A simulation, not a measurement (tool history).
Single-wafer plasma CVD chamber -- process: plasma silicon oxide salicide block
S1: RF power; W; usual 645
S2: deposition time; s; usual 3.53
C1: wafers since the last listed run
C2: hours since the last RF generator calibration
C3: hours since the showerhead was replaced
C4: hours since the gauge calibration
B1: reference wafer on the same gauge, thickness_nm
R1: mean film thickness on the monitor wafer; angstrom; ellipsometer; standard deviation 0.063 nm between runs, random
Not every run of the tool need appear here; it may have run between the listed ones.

Run 1, day 0.000: usual settings but S2 4.01 s; C1 0; C2 1734.4; C3 2695.0; C4 543.0; B1 37.018. Result: R1 417.34 angstrom.
Run 2, day 2.996: usual settings but S2 2.97 s; C1 2813; C2 1806.3; C3 2766.9; C4 614.9; B1 37.008. Result: R1 307.32 angstrom.
Run 3, day 5.954: usual settings but S2 3.69 s; C1 2777; C2 1877.3; C3 2837.9; C4 685.9; B1 37.022. Result: R1 383.05 angstrom.
Run 4, day 7.412: usual settings; C1 1369; C2 1912.3; C3 2872.9; C4 720.9; B1 36.999. Result: R1 366.34 angstrom.
Run 5, day 11.488: usual settings; C1 3826; C2 2010.1; C3 2970.7; C4 818.7; B1 37.025. Result: R1 366.14 angstrom.
Run 6, day 13.217: usual settings but S1 680 W; C1 1623; C2 2051.6; C3 3012.2; C4 860.2; B1 37.005. Result: R1 369.33 angstrom.
Run 7, day 14.296: usual settings but S1 680 W; C1 1013; C2 2077.5; C3 3038.1; C4 886.1; B1 37.002. Result: R1 370.07 angstrom.
Run 8, day 15.708: usual settings but S1 680 W; C1 1326; C2 2111.4; C3 3072.0; C4 920.0; B1 37.004. Result: R1 368.54 angstrom.
Run 9, day 16.958: usual settings but S1 675 W, S2 3.92 s; C1 1173; C2 2141.4; C3 3102.0; C4 950.0; B1 37.016. Result: R1 409.26 angstrom.
Run 10, day 19.133: usual settings but S1 675 W, S2 3.92 s; C1 2042; C2 2193.6; C3 3154.2; C4 1002.2; B1 37.026. Result: R1 409.34 angstrom.
Run 11, day 21.258: usual settings but S1 590 W, S2 3.95 s; C1 1995; C2 2244.6; C3 3205.2; C4 1053.2; B1 36.995. Result: R1 402.66 angstrom.
Run 12, day 22.754: usual settings but S1 590 W, S2 3.95 s; C1 1404; C2 2280.5; C3 3241.1; C4 1089.1; B1 37.013. Result: R1 402.86 angstrom.
Run 13, day 25.542: usual settings but S1 590 W, S2 3.95 s; C1 2617; C2 2347.4; C3 3308.0; C4 1156.0; B1 36.969. Result: R1 403.57 angstrom.
Run 14, day 28.354: usual settings but S1 520 W; C1 2640; C2 2414.9; C3 3375.5; C4 1223.5; B1 37.034. Result: R1 352.61 angstrom.
Run 15, day 30.288: usual settings but S1 725 W, S2 3.03 s; C1 1815; C2 2461.3; C3 3421.9; C4 1269.9; B1 36.983. Result: R1 321.10 angstrom.
Run 16, day 31.467: usual settings but S1 525 W, S2 3.14 s; C1 1107; C2 2489.6; C3 3450.2; C4 1298.2; B1 37.026. Result: R1 314.77 angstrom.
At day 32.342: RF generator calibrated.
At day 33.204: gauge calibrated.
Run 17, day 33.304: usual settings but S1 710 W, S2 4.22 s; C1 1412; C2 23.1; C3 3494.3; C4 2.4; B1 36.997. Result: R1 451.50 angstrom.
Run 18, day 35.404: usual settings; C1 1971; C2 73.5; C3 3544.7; C4 52.8; B1 37.030. Result: R1 371.73 angstrom.
Run 19, day 38.138: usual settings but S1 685 W; C1 2566; C2 139.1; C3 3610.3; C4 118.4; B1 37.007. Result: R1 373.27 angstrom.
Run 20, day 40.233: usual settings but S1 695 W, S2 3.97 s; C1 1967; C2 189.4; C3 3660.6; C4 168.7; B1 37.026. Result: R1 421.02 angstrom.
At day 42.942: showerhead replaced.
Run 21, day 42.962: usual settings but S1 755 W, S2 4.03 s; C1 2249; C2 254.9; C3 0.5; C4 234.2; B1 37.003. Result: R1 432.41 angstrom.
Run 22, day 44.929: usual settings but S2 2.97 s; C1 1846; C2 302.1; C3 47.7; C4 281.4; B1 37.010. Result: R1 310.79 angstrom.
Run 23, day 47.183: usual settings; C1 2116; C2 356.2; C3 101.8; C4 335.5; B1 37.008. Result: R1 368.17 angstrom.
Run 24, day 48.767: usual settings but S1 525 W, S2 4.02 s; C1 1486; C2 394.2; C3 139.8; C4 373.5; B1 37.000. Result: R1 405.83 angstrom.
Run 25, day 50.821: usual settings but S1 570 W; C1 1928; C2 443.5; C3 189.1; C4 422.8; B1 36.994. Result: R1 361.02 angstrom.
Run 26, day 53.467: usual settings but S2 3.29 s; C1 2484; C2 507.0; C3 252.6; C4 486.3; B1 36.998. Result: R1 342.88 angstrom.
Run 27, day 55.883: usual settings but S1 600 W, S2 4.12 s; C1 2269; C2 565.0; C3 310.6; C4 544.3; B1 36.985. Result: R1 423.17 angstrom.

The tool's hidden state at each run:
gauge reads high (%): 0 in every run
H1: delivered RF power above the setpoint (%)
run     H1
  1  -8.59
  2  -8.67
  3  -8.74
  4  -8.77
  5  -8.85
  6  -8.89
  7   -8.9
  8  -8.93
  9  -8.95
 10  -8.98
 11  -9.01
 12  -9.03
 13  -9.07
 14   -9.1
 15  -9.12
 16  -9.13
 17  -1.62
 18  -2.14
 19  -2.78
 20  -3.23
 21  -3.77
 22  -4.13
 23  -4.52
 24  -4.78
 25  -5.09
 26  -5.47
 27  -5.79
